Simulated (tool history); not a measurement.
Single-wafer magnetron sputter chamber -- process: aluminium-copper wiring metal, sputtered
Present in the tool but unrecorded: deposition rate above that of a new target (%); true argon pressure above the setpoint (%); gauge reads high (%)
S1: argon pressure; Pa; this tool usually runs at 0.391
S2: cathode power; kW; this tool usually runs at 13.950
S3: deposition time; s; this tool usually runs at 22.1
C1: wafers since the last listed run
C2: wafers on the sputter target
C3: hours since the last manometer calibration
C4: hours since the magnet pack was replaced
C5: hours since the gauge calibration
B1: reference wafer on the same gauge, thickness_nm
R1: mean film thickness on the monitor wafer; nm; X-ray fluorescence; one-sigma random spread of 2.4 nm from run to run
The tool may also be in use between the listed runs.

{"run": 1, "hour": 0.0, "S1": 0.391, "S2": 13.95, "S3": 22.1, "C1": 0, "C2": 3019, "C3": 1146.3, "C4": 9649.3, "C5": 71.6, "B1": 576.363, "R1": 517.804}
{"run": 2, "hour": 35.7, "S1": 0.391, "S2": 13.95, "S3": 22.1, "C1": 454, "C2": 3473, "C3": 1182.0, "C4": 9685.0, "C5": 107.3, "B1": 574.622, "R1": 512.418}
{"run": 3, "hour": 105.3, "S1": 0.391, "S2": 13.95, "S3": 22.1, "C1": 885, "C2": 4358, "C3": 1251.6, "C4": 9754.6, "C5": 176.9, "B1": 574.803, "R1": 512.106}
{"run": 4, "hour": 155.4, "S1": 0.471, "S2": 13.95, "S3": 19.8, "C1": 637, "C2": 4996, "C3": 1301.7, "C4": 9804.7, "C5": 227.0, "B1": 575.055, "R1": 425.951}
{"run": 5, "hour": 215.9, "S1": 0.471, "S2": 13.95, "S3": 19.8, "C1": 769, "C2": 5765, "C3": 1362.2, "C4": 9865.2, "C5": 287.5, "B1": 575.792, "R1": 425.365}
{"run": 6, "hour": 279.5, "S1": 0.471, "S2": 13.95, "S3": 19.8, "C1": 808, "C2": 6574, "C3": 1425.8, "C4": 9928.8, "C5": 351.1, "B1": 576.364, "R1": 427.856}
{"run": 7, "hour": 323.4, "S1": 0.391, "S2": 13.95, "S3": 22.1, "C1": 558, "C2": 7132, "C3": 1469.7, "C4": 9972.7, "C5": 395.0, "B1": 575.188, "R1": 512.484}
{"run": 8, "hour": 389.5, "S1": 0.391, "S2": 15.35, "S3": 22.1, "C1": 840, "C2": 7973, "C3": 1535.8, "C4": 10038.8, "C5": 461.1, "B1": 575.791, "R1": 539.165}
{"run": 9, "hour": 445.6, "S1": 0.391, "S2": 15.35, "S3": 22.1, "C1": 713, "C2": 8687, "C3": 1591.9, "C4": 10094.9, "C5": 517.2, "B1": 575.887, "R1": 539.443}
{"run": 10, "hour": 476.1, "S1": 0.391, "S2": 15.35, "S3": 22.1, "C1": 387, "C2": 9075, "C3": 1622.4, "C4": 10125.4, "C5": 547.7, "B1": 575.431, "R1": 542.779}
{"hour": 494.0, "done": "sputter target and shields replaced"}
{"hour": 522.3, "done": "magnet pack replaced"}
{"run": 11, "hour": 522.8, "S1": 0.391, "S2": 13.95, "S3": 22.1, "C1": 390, "C2": 264, "C3": 1669.1, "C4": 0.5, "C5": 594.4, "B1": 576.378, "R1": 507.055}
{"run": 12, "hour": 560.9, "S1": 0.358, "S2": 13.95, "S3": 22.1, "C1": 484, "C2": 748, "C3": 1707.2, "C4": 38.6, "C5": 632.5, "B1": 575.638, "R1": 527.948}
{"run": 13, "hour": 659.7, "S1": 0.358, "S2": 13.95, "S3": 22.1, "C1": 1256, "C2": 2005, "C3": 1806.0, "C4": 137.4, "C5": 731.3, "B1": 576.784, "R1": 527.851}
{"run": 14, "hour": 720.7, "S1": 0.424, "S2": 15.05, "S3": 22.1, "C1": 775, "C2": 2781, "C3": 1867.0, "C4": 198.4, "C5": 792.3, "B1": 576.493, "R1": 516.809}
{"hour": 821.8, "done": "gauge calibrated"}
{"hour": 884.6, "done": "capacitance manometer re-zeroed and calibrated"}
{"run": 15, "hour": 912.0, "S1": 0.494, "S2": 13.95, "S3": 22.1, "C1": 2331, "C2": 5112, "C3": 27.4, "C4": 389.7, "C5": 90.2, "B1": 574.582, "R1": 487.189}
{"run": 16, "hour": 938.8, "S1": 0.391, "S2": 12.6, "S3": 19.9, "C1": 340, "C2": 5453, "C3": 54.2, "C4": 416.5, "C5": 117.0, "B1": 575.696, "R1": 449.106}
{"run": 17, "hour": 1004.5, "S1": 0.391, "S2": 13.95, "S3": 22.1, "C1": 835, "C2": 6289, "C3": 119.9, "C4": 482.2, "C5": 182.7, "B1": 576.315, "R1": 524.891}
{"run": 18, "hour": 1054.3, "S1": 0.441, "S2": 13.95, "S3": 22.1, "C1": 633, "C2": 6922, "C3": 169.7, "C4": 532.0, "C5": 232.5, "B1": 576.348, "R1": 502.38}
{"run": 19, "hour": 1106.3, "S1": 0.391, "S2": 12.2, "S3": 23.4, "C1": 661, "C2": 7583, "C3": 221.7, "C4": 584.0, "C5": 284.5, "B1": 576.506, "R1": 517.365}
{"hour": 1146.4, "done": "sputter target and shields replaced"}
{"run": 20, "hour": 1151.3, "S1": 0.286, "S2": 16.6, "S3": 22.1, "C1": 470, "C2": 62, "C3": 266.7, "C4": 629.0, "C5": 329.5, "B1": 576.164, "R1": 643.146}
{"run": 21, "hour": 1177.1, "S1": 0.391, "S2": 13.95, "S3": 19.3, "C1": 328, "C2": 390, "C3": 292.5, "C4": 654.8, "C5": 355.3, "B1": 575.586, "R1": 460.786}
{"run": 22, "hour": 1235.6, "S1": 0.351, "S2": 13.95, "S3": 22.1, "C1": 744, "C2": 1134, "C3": 351.0, "C4": 713.3, "C5": 413.8, "B1": 575.806, "R1": 541.658}
{"run": 23, "hour": 1286.1, "S1": 0.391, "S2": 17.0, "S3": 23.8, "C1": 642, "C2": 1776, "C3": 401.5, "C4": 763.8, "C5": 464.3, "B1": 575.924, "R1": 643.254}
{"run": 24, "hour": 1338.7, "S1": 0.391, "S2": 13.95, "S3": 22.1, "C1": 669, "C2": 2445, "C3": 454.1, "C4": 816.4, "C5": 516.9, "B1": 575.392, "R1": 520.984}
{"run": 25, "hour": 1365.1, "S1": 0.348, "S2": 16.1, "S3": 25.2, "C1": 335, "C2": 2781, "C3": 480.5, "C4": 842.8, "C5": 543.3, "B1": 575.664, "R1": 675.475}
{"run": 26, "hour": 1415.9, "S1": 0.241, "S2": 13.95, "S3": 22.1, "C1": 646, "C2": 3427, "C3": 531.3, "C4": 893.6, "C5": 594.1, "B1": 574.978, "R1": 591.301}
{"run": 27, "hour": 1466.1, "S1": 0.478, "S2": 12.2, "S3": 19.0, "C1": 638, "C2": 4066, "C3": 581.5, "C4": 943.8, "C5": 644.3, "B1": 576.131, "R1": 382.867}
{"run": 28, "hour": 1532.7, "S1": 0.391, "S2": 13.95, "S3": 22.1, "C1": 847, "C2": 4913, "C3": 648.1, "C4": 1010.4, "C5": 710.9, "B1": 575.67, "R1": 518.244}

What if the next run were any one of these 3? Each begins from the tool's condition after run 28:
{"run": "A", "hour": 1533.1, "S1": 0.391, "S2": 13.95, "S3": 22.1, "C1": 5, "C2": 4918, "C3": 648.5, "C4": 1010.8, "C5": 711.3, "B1": "?", "R1": "?"}
{"run": "B", "hour": 1533.1, "S1": 0.242, "S2": 13.95, "S3": 18.1, "C1": 5, "C2": 4918, "C3": 648.5, "C4": 1010.8, "C5": 711.3, "B1": "?", "R1": "?"}
{"run": "C", "hour": 1533.1, "S1": 0.478, "S2": 17.4, "S3": 22.1, "C1": 5, "C2": 4918, "C3": 648.5, "C4": 1010.8, "C5": 711.3, "B1": "?", "R1": "?"}

run=A B1=575.401 R1=520.789
run=B B1=575.401 R1=488.579
run=C B1=575.401 R1=556.138
Without the tool's hidden state the same runs would have given:
run=A R1=524.547
run=B R1=489.959
run=C R1=561.465
